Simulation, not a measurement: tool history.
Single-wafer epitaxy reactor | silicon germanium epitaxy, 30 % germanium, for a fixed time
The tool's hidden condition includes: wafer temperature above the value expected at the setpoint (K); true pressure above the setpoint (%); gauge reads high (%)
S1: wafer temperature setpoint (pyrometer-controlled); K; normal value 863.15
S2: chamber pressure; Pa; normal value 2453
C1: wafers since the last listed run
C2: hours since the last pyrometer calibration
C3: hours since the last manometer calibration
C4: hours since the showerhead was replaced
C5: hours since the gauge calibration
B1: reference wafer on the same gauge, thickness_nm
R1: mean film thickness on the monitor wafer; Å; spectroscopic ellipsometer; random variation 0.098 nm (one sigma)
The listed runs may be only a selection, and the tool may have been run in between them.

run,day,S1,S2,C1,C2,C3,C4,C5,B1,R1
1,0.000,863.15,2453,0,1305.5,2813.2,1971.5,115.5,45.911,470.56
2,0.688,863.15,2453,215,1322.0,2829.7,1988.0,132.0,45.891,470.90
3,1.504,863.15,2453,255,1341.6,2849.3,2007.6,151.6,45.906,469.80
4,2.704,858.15,2186,375,1370.4,2878.1,2036.4,180.4,45.904,404.80
5,3.238,858.15,2186,166,1383.2,2890.9,2049.2,193.2,45.905,404.77
6,4.438,858.15,2186,375,1412.0,2919.7,2078.0,222.0,45.913,405.22
7,5.012,863.15,2666,179,1425.8,2933.5,2091.8,235.8,45.894,483.67
# day 5.171: gauge calibrated
8,5.650,863.15,2640,199,1441.1,2948.8,2107.1,11.5,45.902,480.83
# day 6.533: capacitance manometer re-zeroed and calibrated
9,7.042,863.15,2306,331,1474.5,12.2,2140.5,44.9,45.910,460.27
10,8.142,858.15,2453,344,1500.9,38.6,2166.9,71.3,45.915,422.11
11,8.650,863.15,2453,159,1513.1,50.8,2179.1,83.5,45.878,468.86
12,9.258,863.15,2453,190,1527.7,65.4,2193.7,98.1,45.893,468.63
13,10.633,878.15,2213,430,1560.7,98.4,2226.7,131.1,45.883,619.33
14,11.604,853.15,2946,303,1584.0,121.7,2250.0,154.4,45.896,404.62
# day 12.288: pyrometer calibrated
# day 12.908: showerhead replaced
15,12.929,863.15,2453,205,15.4,153.5,0.5,186.2,45.890,470.89
16,13.121,877.15,2146,59,20.0,158.1,5.1,190.8,45.901,599.50
# day 13.342: gauge calibrated
17,13.712,854.15,2453,185,34.2,172.3,19.3,8.9,45.915,385.62
18,14.342,859.15,2173,196,49.3,187.4,34.4,24.0,45.907,413.26
19,14.954,868.15,2186,191,64.0,202.1,49.1,38.7,45.899,500.26
20,16.262,867.15,2240,409,95.4,233.5,80.5,70.1,45.892,495.50
21,16.983,872.15,2240,225,112.7,250.8,97.8,87.4,45.900,549.76

What differs in the tool's unlogged condition from the final listed run ahead of each entry between runs to the first listed run following it?
Logged between run 7 and run 8: gauge calibrated (day 5.171)
  both runs share identical hidden conditions
Logged between run 8 and run 9: capacitance manometer re-zeroed and calibrated (day 6.533)
  both runs share identical hidden conditions
Logged between run 14 and run 15: pyrometer calibrated (day 12.288); showerhead replaced (day 12.908)
  both runs share identical hidden conditions
Logged between run 16 and run 17: gauge calibrated (day 13.342)
  both runs share identical hidden conditions
